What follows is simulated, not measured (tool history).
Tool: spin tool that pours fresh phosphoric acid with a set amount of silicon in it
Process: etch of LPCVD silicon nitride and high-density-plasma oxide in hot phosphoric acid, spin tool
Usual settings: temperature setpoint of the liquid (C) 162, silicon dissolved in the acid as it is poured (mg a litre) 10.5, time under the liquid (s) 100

run	hour	temperature setpoint of the liquid (C)	silicon dissolved in the acid as it is poured (mg a litre)	time under the liquid (s)	wafers since the last listed run	hours since the thermometer was replaced	hours since the dissolved silicon flow meter was replaced	hours since the heated supply line was repaired	hours since the gauge calibration	read-back film thickness of the LPCVD silicon nitride reference wafer, read on the same gauge (nm)	read-back film thickness of the high-density-plasma oxide reference wafer, read on the same gauge (nm)	thickness taken off the LPCVD silicon nitride on a monitor wafer (Å)	thickness taken off the high-density-plasma oxide on a monitor wafer (Å)
1	0.0	162	10.5	100	0	2117.1	795.7	738.1	715.8	120.01	69.997	102.9	4.93
2	43.9	162	10.5	100	468	2161.0	839.6	782.0	759.7	120.00	70.020	104.0	5.68
3	80.1	162	10.5	100	386	2197.2	875.8	818.2	795.9	119.98	69.995	103.8	5.81
4	106.0	162	10.5	100	276	2223.1	901.7	844.1	821.8	120.00	70.003	104.1	4.90
5	160.8	162	10.5	100	585	2277.9	956.5	898.9	876.6	119.99	69.984	104.2	6.03
6	194.8	162	10.5	100	363	2311.9	990.5	932.9	910.6	120.03	69.997	104.1	5.31
7	242.4	162	10.5	85	508	2359.5	1038.1	980.5	958.2	120.00	69.992	88.8	5.17
# hour 266.6: gauge calibrated
8	299.1	162	10.5	85	605	2416.2	1094.8	1037.2	32.5	119.99	69.966	88.6	4.48
9	323.8	163	19.0	125	263	2440.9	1119.5	1061.9	57.2	119.99	69.964	135.6	6.53
# hour 346.6: heated supply line repaired
# hour 369.5: thermometer replaced
10	379.1	163	19.0	125	569	9.6	1174.8	32.5	112.5	119.98	70.034	128.3	5.58
11	428.5	162	10.5	100	527	59.0	1224.2	81.9	161.9	120.00	69.957	98.7	4.81

Run 12 comes next. What will it give?
12	478.1	162	18.0	50	529	108.6	1273.8	131.5	211.5	?	?	?	?

{"run 12": {"read-back film thickness of the LPCVD silicon nitride reference wafer, read on the same gauge (nm)": 120.0, "read-back film thickness of the high-density-plasma oxide reference wafer, read on the same gauge (nm)": 70.005, "thickness taken off the LPCVD silicon nitride on a monitor wafer (Å)": 49.4, "thickness taken off the high-density-plasma oxide on a monitor wafer (Å)": 2.05}}
Without the tool's hidden state the same run would have given thickness taken off the LPCVD silicon nitride on a monitor wafer (Å) 49.0, thickness taken off the high-density-plasma oxide on a monitor wafer (Å) 2.01.
